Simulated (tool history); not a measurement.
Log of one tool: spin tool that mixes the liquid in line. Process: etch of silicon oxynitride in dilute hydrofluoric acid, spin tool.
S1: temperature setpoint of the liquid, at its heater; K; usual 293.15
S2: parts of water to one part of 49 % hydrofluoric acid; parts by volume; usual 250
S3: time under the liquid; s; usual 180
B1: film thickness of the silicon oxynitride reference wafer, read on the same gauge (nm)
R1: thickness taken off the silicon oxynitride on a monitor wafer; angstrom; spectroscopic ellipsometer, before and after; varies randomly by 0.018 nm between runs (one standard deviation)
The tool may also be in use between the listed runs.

| run | hour | S1 | S2 | S3 | B1 | R1 |
|---|---|---|---|---|---|---|
| 1 | 0 | 293.15 | 250 | 180 | 110.006 | 9.19 |
| 2 | 35.8 | 293.15 | 250 | 180 | 110.007 | 9.02 |
| 3 | 69.1 | 293.15 | 250 | 180 | 110.054 | 9.15 |
| 4 | 130.3 | 290.15 | 250 | 180 | 110.001 | 7.82 |
| 5 | 165.5 | 290.15 | 250 | 180 | 110.034 | 8 |
| 6 | 215.2 | 290.15 | 250 | 180 | 110.035 | 8.14 |
| 7 | 249.4 | 293.15 | 250 | 180 | 110.018 | 9.06 |
| 8 | 309.6 | 293.15 | 250 | 180 | 110.039 | 9.1 |
| 9 | 327.1 | 293.15 | 200 | 180 | 110.003 | 11.94 |
| 10 | 357.1 | 297.65 | 300 | 180 | 109.98 | 9.11 |
| 11 | 380.2 | 297.65 | 250 | 180 | 110.046 | 11.1 |
| 12 | 400.7 | 293.15 | 250 | 180 | 109.983 | 8.71 |
| 13 | 416.2 | 290.15 | 135 | 285 | 110.002 | 25.1 |
| 14 | 429.5 | 293.15 | 250 | 250 | 110.004 | 12.27 |
| 15 | 461.1 | 290.65 | 250 | 180 | 110.028 | 8.13 |

Not shown: 3 entries that the log had between the listed runs. Between which runs, and how does the tool's hidden state differ before and after?
Logged between run 8 and run 9: gauge calibrated (hour 310.2); thermometer replaced (hour 321.4)
  the hidden state is the same at both runs
Logged between run 9 and run 10: hydrofluoric acid flow meter replaced (hour 356)
  the hidden state is the same at both runs
